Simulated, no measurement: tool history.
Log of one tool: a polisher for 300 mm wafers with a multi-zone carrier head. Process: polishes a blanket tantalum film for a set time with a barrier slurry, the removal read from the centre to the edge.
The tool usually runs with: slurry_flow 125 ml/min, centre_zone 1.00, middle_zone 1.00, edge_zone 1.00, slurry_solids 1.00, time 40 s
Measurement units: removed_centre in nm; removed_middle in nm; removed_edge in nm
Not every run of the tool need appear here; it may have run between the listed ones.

run,hour,slurry_flow,centre_zone,middle_zone,edge_zone,slurry_solids,time,wafers since the last listed run,wafers polished on this pad,hours since the slurry nozzle was cleaned,hours since the centre zone pressure was calibrated,hours since the edge zone pressure was calibrated,hours since the carrier head's membrane was replaced,"incoming thickness of the incoming film, nm",removed_centre,removed_middle,removed_edge
1,0.0,125,1.00,1.00,1.00,1.00,40,0,438,862.3,1152.0,700.3,473.1,177.8,61.4,60.1,62.3
# hour 3.2: edge zone pressure recalibrated
2,17.1,125,1.00,1.00,1.00,1.00,40,203,641,879.4,1169.1,13.9,490.2,182.2,61.1,58.6,62.0
3,30.2,125,1.00,1.00,1.00,1.00,40,176,818,892.5,1182.2,27.0,503.3,180.4,60.7,60.3,62.0
# hour 38.4: carrier head's membrane replaced by a new one
4,38.7,125,0.91,1.00,1.00,1.00,40,47,865,901.0,1190.7,35.5,0.3,179.8,56.9,58.5,61.5
# hour 48.8: worn pad replaced by a new one
5,54.9,125,0.91,1.00,1.00,1.00,40,164,82,917.2,1206.9,51.7,16.5,180.1,56.6,57.8,61.3
6,62.4,125,1.00,1.00,1.00,1.00,40,100,183,924.7,1214.4,59.2,24.0,181.0,60.7,59.4,61.4
# hour 68.2: slurry nozzle cleaned
7,73.4,125,1.00,1.00,1.00,1.00,40,134,318,5.2,1225.4,70.2,35.0,176.9,67.2,64.3,65.7
8,83.9,125,1.00,1.00,1.00,1.00,40,141,459,15.7,1235.9,80.7,45.5,179.8,67.3,64.5,64.7
# hour 89.4: centre zone pressure recalibrated
9,98.7,125,0.96,1.00,1.00,0.85,35,172,631,30.5,9.3,95.5,60.3,179.4,53.2,52.0,52.6
10,105.3,125,1.00,1.00,1.06,1.00,27,88,720,37.1,15.9,102.1,66.9,181.7,45.7,43.5,44.6
# hour 120.7: worn pad replaced by a new one
11,121.7,125,1.00,1.00,1.00,0.85,40,166,14,53.5,32.3,118.5,83.3,180.6,62.5,59.1,60.4
12,135.5,125,1.00,0.96,1.00,1.00,50,185,199,67.3,46.1,132.3,97.1,179.9,84.2,79.5,81.2
13,152.8,125,1.00,1.00,1.00,1.15,40,232,432,84.6,63.4,149.6,114.4,181.0,71.5,68.4,69.5
14,162.8,125,1.00,0.89,0.88,1.00,40,134,567,94.6,73.4,159.6,124.4,181.6,67.4,60.4,61.8
15,180.7,145,1.00,1.00,1.00,1.20,29,241,808,112.5,91.3,177.5,142.3,180.6,54.8,51.7,51.0
# hour 186.2: worn pad replaced by a new one
16,196.9,125,1.00,1.00,1.00,1.00,40,164,144,128.7,107.5,193.7,158.5,180.9,66.5,64.9,65.9
17,204.3,125,1.00,1.00,1.06,1.00,40,99,243,136.1,114.9,201.1,165.9,180.9,66.7,65.3,67.3
18,212.1,160,1.00,1.00,1.05,1.00,40,105,348,143.9,122.7,208.9,173.7,179.8,71.4,69.5,69.2
19,219.1,125,1.00,1.00,1.10,1.00,32,94,443,150.9,129.7,215.9,180.7,179.7,53.9,51.8,53.3
20,234.8,125,1.00,1.00,1.00,1.00,40,211,654,166.6,145.4,231.6,196.4,179.9,67.1,64.6,64.4
21,250.6,125,1.00,1.00,1.00,1.00,27,212,867,182.4,161.2,247.4,212.2,178.7,45.1,43.3,43.3
22,258.7,110,1.00,1.00,1.00,1.25,40,109,976,190.5,169.3,255.5,220.3,176.8,70.5,68.0,70.4

For each run, what was the tool's unlogged condition?
removal rate lost through wear of the pad, %: 0 on each run
deviation of the centre zone's pressure from its setpoint, %: 0 on each run
deviation of the edge zone's pressure from its setpoint, %: 0 on each run
H1: slurry flow missing at the pad, %
run,H1
1,25.5
2,25.9
3,26.3
4,26.5
5,27
6,27.2
7,1.46
8,1.74
9,2.13
10,2.31
11,2.75
12,3.11
13,3.57
14,3.84
15,4.32
16,4.75
17,4.95
18,5.15
19,5.34
20,5.76
21,6.18
22,6.39
